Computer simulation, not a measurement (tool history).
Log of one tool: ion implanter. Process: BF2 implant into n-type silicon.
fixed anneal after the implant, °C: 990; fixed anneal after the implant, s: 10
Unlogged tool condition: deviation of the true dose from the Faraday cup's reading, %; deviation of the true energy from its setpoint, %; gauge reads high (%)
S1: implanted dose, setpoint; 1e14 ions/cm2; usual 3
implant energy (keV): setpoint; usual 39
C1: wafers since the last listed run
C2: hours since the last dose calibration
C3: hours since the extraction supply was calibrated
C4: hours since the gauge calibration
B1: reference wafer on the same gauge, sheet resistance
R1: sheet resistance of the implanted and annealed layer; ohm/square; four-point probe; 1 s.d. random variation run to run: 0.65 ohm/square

{"run": 1, "hour": 0.0, "S1": 3, "implant energy (keV)": 39, "C1": 0, "C2": 2046.6, "C3": 2939.7, "C4": 31.5, "B1": 340.19, "R1": 342.62}
{"run": 2, "hour": 20.2, "S1": 2.46, "implant energy (keV)": 34.5, "C1": 282, "C2": 2066.8, "C3": 2959.9, "C4": 51.7, "B1": 340.31, "R1": 408.27}
{"run": 3, "hour": 32.5, "S1": 2.46, "implant energy (keV)": 34.5, "C1": 171, "C2": 2079.1, "C3": 2972.2, "C4": 64, "B1": 339.89, "R1": 407.75}
{"run": 4, "hour": 55.2, "S1": 2.34, "implant energy (keV)": 39, "C1": 316, "C2": 2101.8, "C3": 2994.9, "C4": 86.7, "B1": 339.87, "R1": 421.98}
{"run": 5, "hour": 83.9, "S1": 2.34, "implant energy (keV)": 39, "C1": 400, "C2": 2130.5, "C3": 3023.6, "C4": 115.4, "B1": 340.07, "R1": 422.47}
{"run": 6, "hour": 117.8, "S1": 3, "implant energy (keV)": 39, "C1": 473, "C2": 2164.4, "C3": 3057.5, "C4": 149.3, "B1": 339.96, "R1": 340.1}
{"run": 7, "hour": 153.0, "S1": 3, "implant energy (keV)": 39, "C1": 491, "C2": 2199.6, "C3": 3092.7, "C4": 184.5, "B1": 339.98, "R1": 338.93}
{"run": 8, "hour": 174.9, "S1": 3, "implant energy (keV)": 39, "C1": 305, "C2": 2221.5, "C3": 3114.6, "C4": 206.4, "B1": 340.09, "R1": 339.12}
{"hour": 203.8, "done": "Faraday cup replaced and dose calibrated"}
{"run": 9, "hour": 204.3, "S1": 3, "implant energy (keV)": 39, "C1": 298, "C2": 0.5, "C3": 3144, "C4": 235.8, "B1": 339.99, "R1": 355.16}
{"run": 10, "hour": 218.4, "S1": 3, "implant energy (keV)": 39, "C1": 196, "C2": 14.6, "C3": 3158.1, "C4": 249.9, "B1": 339.89, "R1": 356.28}
{"run": 11, "hour": 234.7, "S1": 2.77, "implant energy (keV)": 45, "C1": 227, "C2": 30.9, "C3": 3174.4, "C4": 266.2, "B1": 340, "R1": 375.76}
{"hour": 260.8, "done": "gauge calibrated"}
{"run": 12, "hour": 261.4, "S1": 3.8, "implant energy (keV)": 35, "C1": 372, "C2": 57.6, "C3": 3201.1, "C4": 0.6, "B1": 340.02, "R1": 290.3}
{"run": 13, "hour": 274.4, "S1": 3.65, "implant energy (keV)": 26, "C1": 181, "C2": 70.6, "C3": 3214.1, "C4": 13.6, "B1": 340.2, "R1": 309.89}
{"run": 14, "hour": 296.8, "S1": 3.67, "implant energy (keV)": 33.5, "C1": 312, "C2": 93, "C3": 3236.5, "C4": 36, "B1": 340, "R1": 300.46}
{"hour": 312.1, "done": "extraction supply calibrated"}
{"run": 15, "hour": 320.5, "S1": 2.77, "implant energy (keV)": 28, "C1": 219, "C2": 116.7, "C3": 8.4, "C4": 59.7, "B1": 339.94, "R1": 387.23}
{"run": 16, "hour": 352.8, "S1": 3.72, "implant energy (keV)": 50, "C1": 450, "C2": 149, "C3": 40.7, "C4": 92, "B1": 340.16, "R1": 285.5}
{"run": 17, "hour": 371.6, "S1": 2.74, "implant energy (keV)": 30, "C1": 262, "C2": 167.8, "C3": 59.5, "C4": 110.8, "B1": 340.02, "R1": 388.47}
{"run": 18, "hour": 402.7, "S1": 3.59, "implant energy (keV)": 35.5, "C1": 434, "C2": 198.9, "C3": 90.6, "C4": 141.9, "B1": 340.24, "R1": 304.05}
{"run": 19, "hour": 417.5, "S1": 2.34, "implant energy (keV)": 39, "C1": 206, "C2": 213.7, "C3": 105.4, "C4": 156.7, "B1": 339.98, "R1": 436.76}

5 options for the next run, each taken on its own from the tool as it stands now. Forecast them:
{"run": "A", "hour": 417.9, "S1": 3, "implant energy (keV)": 39, "C1": 5, "C2": 214.1, "C3": 105.8, "C4": 157.1, "B1": "?", "R1": "?"}
{"run": "B", "hour": 417.9, "S1": 2.56, "implant energy (keV)": 39, "C1": 5, "C2": 214.1, "C3": 105.8, "C4": 157.1, "B1": "?", "R1": "?"}
{"run": "C", "hour": 417.9, "S1": 3, "implant energy (keV)": 31, "C1": 5, "C2": 214.1, "C3": 105.8, "C4": 157.1, "B1": "?", "R1": "?"}
{"run": "D", "hour": 417.9, "S1": 3.46, "implant energy (keV)": 43, "C1": 5, "C2": 214.1, "C3": 105.8, "C4": 157.1, "B1": "?", "R1": "?"}
{"run": "E", "hour": 417.9, "S1": 2.21, "implant energy (keV)": 42.5, "C1": 5, "C2": 214.1, "C3": 105.8, "C4": 157.1, "B1": "?", "R1": "?"}

run=A B1=339.97 R1=355.02
run=B B1=339.97 R1=406.44
run=C B1=339.97 R1=359.49
run=D B1=339.97 R1=309.83
run=E B1=339.97 R1=454.61
With no hidden state in the tool, these same runs would have given:
run=A R1=357.74
run=B R1=409.37
run=C R1=362.17
run=D R1=312.32
run=E R1=457.71
